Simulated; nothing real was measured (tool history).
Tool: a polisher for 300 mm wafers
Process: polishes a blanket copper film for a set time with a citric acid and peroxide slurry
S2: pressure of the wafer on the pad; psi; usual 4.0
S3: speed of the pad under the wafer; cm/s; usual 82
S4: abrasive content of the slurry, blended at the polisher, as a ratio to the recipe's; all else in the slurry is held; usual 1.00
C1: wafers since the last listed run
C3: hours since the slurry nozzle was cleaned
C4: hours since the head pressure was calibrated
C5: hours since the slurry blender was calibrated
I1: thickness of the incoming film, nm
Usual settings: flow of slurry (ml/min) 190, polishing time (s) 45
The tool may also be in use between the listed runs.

run 1 hour=0.0 | flow_of_slurry_(ml/min)=215 S2=4.0 S3=82 S4=1.00 polishing_time_(s)=45 | C1=0 wafers_polished_on_this_pad=1786 C3=655.5 C4=373.3 C5=445.2 | I1=1287.1 | film_removed_(nm)=108.5
-- hour=36.8 slurry blender recalibrated
-- hour=57.7 slurry nozzle cleaned
run 2 hour=77.3 | flow_of_slurry_(ml/min)=160 S2=4.0 S3=76 S4=1.00 polishing_time_(s)=45 | C1=827 wafers_polished_on_this_pad=2613 C3=19.6 C4=450.6 C5=40.5 | I1=1263.2 | film_removed_(nm)=100.4
run 3 hour=170.9 | flow_of_slurry_(ml/min)=190 S2=4.0 S3=82 S4=1.00 polishing_time_(s)=35 | C1=1042 wafers_polished_on_this_pad=3656 C3=113.2 C4=544.2 C5=134.1 | I1=1268.3 | film_removed_(nm)=80.7
-- hour=394.3 head pressure recalibrated
-- hour=418.9 worn pad replaced by a new one
run 4 hour=479.0 | flow_of_slurry_(ml/min)=190 S2=4.0 S3=82 S4=1.00 polishing_time_(s)=45 | C1=3365 wafers_polished_on_this_pad=669 C3=421.3 C4=84.7 C5=442.2 | I1=1269.5 | film_removed_(nm)=112.0
run 5 hour=526.5 | flow_of_slurry_(ml/min)=190 S2=4.0 S3=82 S4=1.00 polishing_time_(s)=45 | C1=529 wafers_polished_on_this_pad=1198 C3=468.8 C4=132.2 C5=489.7 | I1=1293.5 | film_removed_(nm)=110.7
-- hour=542.3 slurry blender recalibrated
run 6 hour=631.1 | flow_of_slurry_(ml/min)=190 S2=4.0 S3=82 S4=1.00 polishing_time_(s)=45 | C1=1143 wafers_polished_on_this_pad=2341 C3=573.4 C4=236.8 C5=88.8 | I1=1264.3 | film_removed_(nm)=110.0
run 7 hour=677.5 | flow_of_slurry_(ml/min)=190 S2=4.0 S3=82 S4=1.00 polishing_time_(s)=45 | C1=516 wafers_polished_on_this_pad=2858 C3=619.8 C4=283.2 C5=135.2 | I1=1292.7 | film_removed_(nm)=109.8
run 8 hour=742.5 | flow_of_slurry_(ml/min)=190 S2=4.0 S3=82 S4=1.00 polishing_time_(s)=45 | C1=724 wafers_polished_on_this_pad=3582 C3=684.8 C4=348.2 C5=200.2 | I1=1256.5 | film_removed_(nm)=107.9
run 9 hour=784.9 | flow_of_slurry_(ml/min)=190 S2=4.0 S3=82 S4=1.00 polishing_time_(s)=45 | C1=472 wafers_polished_on_this_pad=4055 C3=727.2 C4=390.6 C5=242.6 | I1=1294.1 | film_removed_(nm)=108.3
run 10 hour=875.6 | flow_of_slurry_(ml/min)=190 S2=4.0 S3=82 S4=1.20 polishing_time_(s)=39 | C1=1010 wafers_polished_on_this_pad=5065 C3=817.9 C4=481.3 C5=333.3 | I1=1303.3 | film_removed_(nm)=90.6
-- hour=945.4 slurry nozzle cleaned
run 11 hour=962.2 | flow_of_slurry_(ml/min)=190 S2=4.0 S3=82 S4=1.20 polishing_time_(s)=39 | C1=953 wafers_polished_on_this_pad=6019 C3=16.8 C4=567.9 C5=419.9 | I1=1291.9 | film_removed_(nm)=90.6
-- hour=1023.2 head pressure recalibrated
-- hour=1032.4 worn pad replaced by a new one
-- hour=1047.9 slurry blender recalibrated
run 12 hour=1051.8 | flow_of_slurry_(ml/min)=140 S2=4.0 S3=82 S4=1.20 polishing_time_(s)=45 | C1=909 wafers_polished_on_this_pad=194 C3=106.4 C4=28.6 C5=3.9 | I1=1263.2 | film_removed_(nm)=115.6
run 13 hour=1145.0 | flow_of_slurry_(ml/min)=160 S2=4.0 S3=76 S4=1.00 polishing_time_(s)=45 | C1=1038 wafers_polished_on_this_pad=1232 C3=199.6 C4=121.8 C5=97.1 | I1=1278.1 | film_removed_(nm)=107.4
run 14 hour=1229.9 | flow_of_slurry_(ml/min)=160 S2=4.4 S3=56 S4=0.75 polishing_time_(s)=45 | C1=945 wafers_polished_on_this_pad=2178 C3=284.5 C4=206.7 C5=182.0 | I1=1276.0 | film_removed_(nm)=93.1
run 15 hour=1293.9 | flow_of_slurry_(ml/min)=190 S2=4.0 S3=82 S4=1.00 polishing_time_(s)=37 | C1=713 wafers_polished_on_this_pad=2891 C3=348.5 C4=270.7 C5=246.0 | I1=1280.6 | film_removed_(nm)=90.7
run 16 hour=1377.1 | flow_of_slurry_(ml/min)=190 S2=2.8 S3=90 S4=1.00 polishing_time_(s)=45 | C1=927 wafers_polished_on_this_pad=3818 C3=431.7 C4=353.9 C5=329.2 | I1=1289.1 | film_removed_(nm)=81.6
-- hour=1508.7 worn pad replaced by a new one
run 17 hour=1523.1 | flow_of_slurry_(ml/min)=190 S2=4.0 S3=94 S4=1.00 polishing_time_(s)=45 | C1=1582 wafers_polished_on_this_pad=160 C3=577.7 C4=499.9 C5=475.2 | I1=1269.3 | film_removed_(nm)=114.2
run 18 hour=1591.8 | flow_of_slurry_(ml/min)=190 S2=4.0 S3=82 S4=1.00 polishing_time_(s)=45 | C1=765 wafers_polished_on_this_pad=926 C3=646.4 C4=568.6 C5=543.9 | I1=1285.1 | film_removed_(nm)=104.8
-- hour=1624.8 slurry blender recalibrated
run 19 hour=1645.1 | flow_of_slurry_(ml/min)=190 S2=4.0 S3=82 S4=1.00 polishing_time_(s)=40 | C1=571 wafers_polished_on_this_pad=1497 C3=699.7 C4=621.9 C5=20.3 | I1=1274.7 | film_removed_(nm)=94.4
-- hour=1699.8 head pressure recalibrated
-- hour=1737.5 slurry nozzle cleaned
run 20 hour=1746.3 | flow_of_slurry_(ml/min)=190 S2=4.0 S3=82 S4=0.70 polishing_time_(s)=45 | C1=1094 wafers_polished_on_this_pad=2592 C3=8.8 C4=46.5 C5=121.5 | I1=1282.4 | film_removed_(nm)=112.9
run 21 hour=1782.4 | flow_of_slurry_(ml/min)=140 S2=4.0 S3=82 S4=1.00 polishing_time_(s)=45 | C1=402 wafers_polished_on_this_pad=2994 C3=44.9 C4=82.6 C5=157.6 | I1=1265.9 | film_removed_(nm)=106.7
run 22 hour=1840.6 | flow_of_slurry_(ml/min)=190 S2=4.0 S3=82 S4=1.00 polishing_time_(s)=50 | C1=648 wafers_polished_on_this_pad=3642 C3=103.1 C4=140.8 C5=215.8 | I1=1293.1 | film_removed_(nm)=121.3
run 23 hour=1907.1 | flow_of_slurry_(ml/min)=190 S2=2.7 S3=90 S4=1.10 polishing_time_(s)=45 | C1=740 wafers_polished_on_this_pad=4383 C3=169.6 C4=207.3 C5=282.3 | I1=1289.0 | film_removed_(nm)=82.7
run 24 hour=1956.1 | flow_of_slurry_(ml/min)=190 S2=4.0 S3=82 S4=1.00 polishing_time_(s)=45 | C1=545 wafers_polished_on_this_pad=4929 C3=218.6 C4=256.3 C5=331.3 | I1=1263.3 | film_removed_(nm)=111.0
run 25 hour=1997.6 | flow_of_slurry_(ml/min)=190 S2=4.0 S3=82 S4=1.00 polishing_time_(s)=45 | C1=462 wafers_polished_on_this_pad=5392 C3=260.1 C4=297.8 C5=372.8 | I1=1267.7 | film_removed_(nm)=111.0
-- hour=2029.9 worn pad replaced by a new one
run 26 hour=2062.3 | flow_of_slurry_(ml/min)=190 S2=4.0 S3=90 S4=1.00 polishing_time_(s)=52 | C1=676 wafers_polished_on_this_pad=361 C3=324.8 C4=362.5 C5=437.5 | I1=1281.0 | film_removed_(nm)=129.4
run 27 hour=2133.6 | flow_of_slurry_(ml/min)=190 S2=4.5 S3=74 S4=1.20 polishing_time_(s)=41 | C1=794 wafers_polished_on_this_pad=1155 C3=396.1 C4=433.8 C5=508.8 | I1=1290.0 | film_removed_(nm)=102.0
run 28 hour=2217.2 | flow_of_slurry_(ml/min)=230 S2=5.2 S3=82 S4=0.85 polishing_time_(s)=45 | C1=931 wafers_polished_on_this_pad=2087 C3=479.7 C4=517.4 C5=592.4 | I1=1281.2 | film_removed_(nm)=130.4
-- hour=2241.0 slurry blender recalibrated
run 29 hour=2262.6 | flow_of_slurry_(ml/min)=190 S2=4.0 S3=82 S4=1.00 polishing_time_(s)=45 | C1=483 wafers_polished_on_this_pad=2570 C3=525.1 C4=562.8 C5=21.6 | I1=1269.5 | film_removed_(nm)=105.3

5 ways to go on from here, each from the tool as it stands after run 29. What would each give?
run A hour=2263.0 | flow_of_slurry_(ml/min)=190 S2=4.0 S3=58 S4=1.00 polishing_time_(s)=45 | C1=4 wafers_polished_on_this_pad=2575 C3=525.5 C4=563.2 C5=22.0 | I1=1266.9 | film_removed_(nm)=?
run B hour=2263.0 | flow_of_slurry_(ml/min)=190 S2=4.0 S3=82 S4=1.00 polishing_time_(s)=51 | C1=4 wafers_polished_on_this_pad=2575 C3=525.5 C4=563.2 C5=22.0 | I1=1266.9 | film_removed_(nm)=?
run C hour=2263.0 | flow_of_slurry_(ml/min)=190 S2=2.6 S3=108 S4=0.80 polishing_time_(s)=55 | C1=4 wafers_polished_on_this_pad=2575 C3=525.5 C4=563.2 C5=22.0 | I1=1266.9 | film_removed_(nm)=?
run D hour=2263.0 | flow_of_slurry_(ml/min)=215 S2=4.0 S3=82 S4=1.00 polishing_time_(s)=35 | C1=4 wafers_polished_on_this_pad=2575 C3=525.5 C4=563.2 C5=22.0 | I1=1266.9 | film_removed_(nm)=?
run E hour=2263.0 | flow_of_slurry_(ml/min)=190 S2=4.0 S3=82 S4=1.25 polishing_time_(s)=60 | C1=4 wafers_polished_on_this_pad=2575 C3=525.5 C4=563.2 C5=22.0 | I1=1266.9 | film_removed_(nm)=?

run=A film_removed_(nm)=89.4
run=B film_removed_(nm)=122.5
run=C film_removed_(nm)=104.8
run=D film_removed_(nm)=85.5
run=E film_removed_(nm)=148.3
Without the tool's hidden state the same runs would have given:
run=A film_removed_(nm)=99.9
run=B film_removed_(nm)=137.0
run=C film_removed_(nm)=117.2
run=D film_removed_(nm)=95.7
run=E film_removed_(nm)=165.9
